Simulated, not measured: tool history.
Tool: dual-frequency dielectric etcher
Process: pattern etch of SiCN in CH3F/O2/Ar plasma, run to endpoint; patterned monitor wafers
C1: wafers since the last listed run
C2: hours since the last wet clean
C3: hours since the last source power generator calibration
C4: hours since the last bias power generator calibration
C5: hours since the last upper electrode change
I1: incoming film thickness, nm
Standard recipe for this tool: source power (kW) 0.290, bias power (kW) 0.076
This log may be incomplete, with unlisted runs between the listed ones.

Run 1, day 0.000: usual settings; C1 0; C2 566.6; C3 4463.9; C4 2285.4; C5 2976.0; I1 11.00. Result: endpoint time (s) 34.8.
At day 0.508: wet clean of the chamber.
Run 2, day 0.654: usual settings; C1 47; C2 3.5; C3 4479.6; C4 2301.1; C5 2991.7; I1 11.04. Result: endpoint time (s) 33.8.
Run 3, day 2.012: usual settings; C1 443; C2 36.1; C3 4512.2; C4 2333.7; C5 3024.3; I1 11.13. Result: endpoint time (s) 34.2.
Run 4, day 3.325: usual settings; C1 428; C2 67.6; C3 4543.7; C4 2365.2; C5 3055.8; I1 11.05. Result: endpoint time (s) 33.9.
Run 5, day 4.188: usual settings; C1 281; C2 88.3; C3 4564.4; C4 2385.9; C5 3076.5; I1 11.10. Result: endpoint time (s) 34.4.
Run 6, day 5.317: usual settings; C1 368; C2 115.4; C3 4591.5; C4 2413.0; C5 3103.6; I1 11.13. Result: endpoint time (s) 34.3.
Run 7, day 6.362: usual settings but bias power (kW) 0.064; C1 341; C2 140.5; C3 4616.6; C4 2438.1; C5 3128.7; I1 11.08. Result: endpoint time (s) 36.1.
Run 8, day 7.283: usual settings but source power (kW) 0.260; C1 300; C2 162.6; C3 4638.7; C4 2460.2; C5 3150.8; I1 11.06. Result: endpoint time (s) 35.0.
Run 9, day 10.154: usual settings but source power (kW) 0.260, bias power (kW) 0.068; C1 938; C2 231.5; C3 4707.6; C4 2529.1; C5 3219.7; I1 11.17. Result: endpoint time (s) 37.1.
Run 10, day 11.521: usual settings but source power (kW) 0.260, bias power (kW) 0.068; C1 446; C2 264.3; C3 4740.4; C4 2561.9; C5 3252.5; I1 11.16. Result: endpoint time (s) 36.9.
At day 12.317: source power generator calibrated.
Run 11, day 12.808: usual settings but source power (kW) 0.260, bias power (kW) 0.068; C1 366; C2 295.2; C3 11.8; C4 2592.8; C5 3283.4; I1 11.06. Result: endpoint time (s) 36.8.
Run 12, day 14.196: usual settings; C1 453; C2 328.5; C3 45.1; C4 2626.1; C5 3316.7; I1 11.20. Result: endpoint time (s) 34.8.
Run 13, day 15.100: usual settings but bias power (kW) 0.081; C1 295; C2 350.2; C3 66.8; C4 2647.8; C5 3338.4; I1 11.13. Result: endpoint time (s) 33.9.
Run 14, day 16.229: usual settings but bias power (kW) 0.081; C1 368; C2 377.3; C3 93.9; C4 2674.9; C5 3365.5; I1 11.10. Result: endpoint time (s) 33.9.
Run 15, day 17.238: usual settings but bias power (kW) 0.081; C1 329; C2 401.5; C3 118.1; C4 2699.1; C5 3389.7; I1 11.06. Result: endpoint time (s) 33.6.
Run 16, day 18.258: usual settings but source power (kW) 0.260, bias power (kW) 0.085; C1 333; C2 426.0; C3 142.6; C4 2723.6; C5 3414.2; I1 11.05. Result: endpoint time (s) 34.3.
Run 17, day 19.646: usual settings but source power (kW) 0.260, bias power (kW) 0.084; C1 453; C2 459.3; C3 175.9; C4 2756.9; C5 3447.5; I1 11.13. Result: endpoint time (s) 34.7.
Run 18, day 20.675: usual settings but source power (kW) 0.360, bias power (kW) 0.068; C1 336; C2 484.0; C3 200.6; C4 2781.6; C5 3472.2; I1 11.15. Result: endpoint time (s) 34.1.
Run 19, day 21.796: usual settings but source power (kW) 0.250, bias power (kW) 0.059; C1 366; C2 510.9; C3 227.5; C4 2808.5; C5 3499.1; I1 11.20. Result: endpoint time (s) 39.7.
At day 23.946: upper electrode replaced.
At day 25.362: wet clean of the chamber.
At day 26.050: bias power generator calibrated.
Run 20, day 26.192: usual settings but source power (kW) 0.260, bias power (kW) 0.068; C1 728; C2 19.9; C3 333.0; C4 3.4; C5 53.9; I1 11.10. Result: endpoint time (s) 36.4.
Run 21, day 27.100: usual settings but bias power (kW) 0.091; C1 296; C2 41.7; C3 354.8; C4 25.2; C5 75.7; I1 11.08. Result: endpoint time (s) 31.9.
Run 22, day 28.217: usual settings but bias power (kW) 0.068; C1 364; C2 68.5; C3 381.6; C4 52.0; C5 102.5; I1 11.09. Result: endpoint time (s) 35.2.
Run 23, day 29.446: usual settings but source power (kW) 0.260, bias power (kW) 0.081; C1 401; C2 98.0; C3 411.1; C4 81.5; C5 132.0; I1 11.06. Result: endpoint time (s) 34.0.
Run 24, day 33.662: usual settings but source power (kW) 0.360, bias power (kW) 0.059; C1 1377; C2 199.2; C3 512.3; C4 182.7; C5 233.2; I1 11.25. Result: endpoint time (s) 35.6.
Run 25, day 34.558: usual settings; C1 292; C2 220.7; C3 533.8; C4 204.2; C5 254.7; I1 11.11. Result: endpoint time (s) 34.2.
Run 26, day 35.183: usual settings but bias power (kW) 0.062; C1 204; C2 235.7; C3 548.8; C4 219.2; C5 269.7; I1 11.07. Result: endpoint time (s) 36.6.
Run 27, day 36.379: usual settings but source power (kW) 0.230, bias power (kW) 0.089; C1 390; C2 264.4; C3 577.5; C4 247.9; C5 298.4; I1 11.22. Result: endpoint time (s) 34.8.
Run 28, day 37.633: usual settings but source power (kW) 0.360, bias power (kW) 0.061; C1 409; C2 294.5; C3 607.6; C4 278.0; C5 328.5; I1 11.01. Result: endpoint time (s) 34.6.
Run 29, day 38.517: usual settings but source power (kW) 0.350, bias power (kW) 0.093; C1 288; C2 315.7; C3 628.8; C4 299.2; C5 349.7; I1 11.05. Result: endpoint time (s) 30.3.
Run 30, day 39.854: usual settings; C1 437; C2 347.8; C3 660.9; C4 331.3; C5 381.8; I1 11.06. Result: endpoint time (s) 34.4.
Run 31, day 40.975: usual settings; C1 366; C2 374.7; C3 687.8; C4 358.2; C5 408.7; I1 11.00. Result: endpoint time (s) 34.2.

Across each entry between runs, compare the hidden state at the last listed run before it with the hidden state at the first listed run after it:
From run 1 to run 2: wet clean of the chamber (day 0.508)
  etch rate over this chamber's usual, %: -3.12 -> -0.0172
  what was measured, less what the result would be without the hidden state, endpoint time (s): +1.1 -> +0.0
From run 10 to run 11: source power generator calibrated (day 12.317)
  etch rate over this chamber's usual, %: -1.34 -> -1.49
  what was measured, less what the result would be without the hidden state, endpoint time (s): +0.5 -> +0.5
From run 19 to run 20: upper electrode replaced (day 23.946); wet clean of the chamber (day 25.362); bias power generator calibrated (day 26.050)
  etch rate over this chamber's usual, %: -2.58 -> 0.202
  what was measured, less what the result would be without the hidden state, endpoint time (s): +1.0 -> -0.1

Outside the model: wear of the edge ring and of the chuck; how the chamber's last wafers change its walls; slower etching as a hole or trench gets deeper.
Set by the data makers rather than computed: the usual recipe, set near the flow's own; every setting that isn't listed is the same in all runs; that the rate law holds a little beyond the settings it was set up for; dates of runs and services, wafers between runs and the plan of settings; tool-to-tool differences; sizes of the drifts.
